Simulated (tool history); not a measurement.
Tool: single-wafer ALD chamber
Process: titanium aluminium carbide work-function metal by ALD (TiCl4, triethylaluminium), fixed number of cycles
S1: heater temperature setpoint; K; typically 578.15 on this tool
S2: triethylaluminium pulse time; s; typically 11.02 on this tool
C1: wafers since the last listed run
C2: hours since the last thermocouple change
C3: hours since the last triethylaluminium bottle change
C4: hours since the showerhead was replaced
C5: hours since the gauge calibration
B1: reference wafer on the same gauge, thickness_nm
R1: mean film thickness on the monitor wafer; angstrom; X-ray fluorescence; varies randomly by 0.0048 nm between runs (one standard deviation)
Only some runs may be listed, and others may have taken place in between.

run 1 hour=0.0 | S1=578.15 S2=11.02 | C1=0 C2=1349.7 C3=901.6 C4=2816.2 C5=384.0 | B1=1.870 | R1=15.99
run 2 hour=33.3 | S1=578.15 S2=11.02 | C1=442 C2=1383.0 C3=934.9 C4=2849.5 C5=417.3 | B1=1.871 | R1=16.11
run 3 hour=72.4 | S1=578.15 S2=11.02 | C1=519 C2=1422.1 C3=974.0 C4=2888.6 C5=456.4 | B1=1.871 | R1=15.97
run 4 hour=133.0 | S1=578.15 S2=11.02 | C1=805 C2=1482.7 C3=1034.6 C4=2949.2 C5=517.0 | B1=1.870 | R1=15.90
run 5 hour=200.2 | S1=578.15 S2=11.02 | C1=893 C2=1549.9 C3=1101.8 C4=3016.4 C5=584.2 | B1=1.870 | R1=15.80
run 6 hour=236.7 | S1=578.15 S2=11.02 | C1=485 C2=1586.4 C3=1138.3 C4=3052.9 C5=620.7 | B1=1.869 | R1=15.86
-- hour=280.2 thermocouple changed; heater temperature recalibrated
run 7 hour=300.2 | S1=578.15 S2=12.21 | C1=737 C2=20.0 C3=1201.8 C4=3116.4 C5=684.2 | B1=1.869 | R1=15.97
-- hour=318.8 showerhead replaced
run 8 hour=327.4 | S1=570.15 S2=14.53 | C1=255 C2=47.2 C3=1229.0 C4=8.6 C5=711.4 | B1=1.871 | R1=15.80
-- hour=385.1 gauge calibrated
run 9 hour=388.8 | S1=571.15 S2=14.35 | C1=816 C2=108.6 C3=1290.4 C4=70.0 C5=3.7 | B1=1.871 | R1=15.73
run 10 hour=426.1 | S1=578.15 S2=11.02 | C1=495 C2=145.9 C3=1327.7 C4=107.3 C5=41.0 | B1=1.870 | R1=15.32

Run 11 has not been measured yet. What should we expect?
run 11 hour=466.5 | S1=578.15 S2=11.02 | C1=537 C2=186.3 C3=1368.1 C4=147.7 C5=81.4 | B1=? | R1=?

Run 11 gave B1 1.868, R1 15.25 angstrom.
Without the tool's hidden state the same run would have given R1 16.44 angstrom.
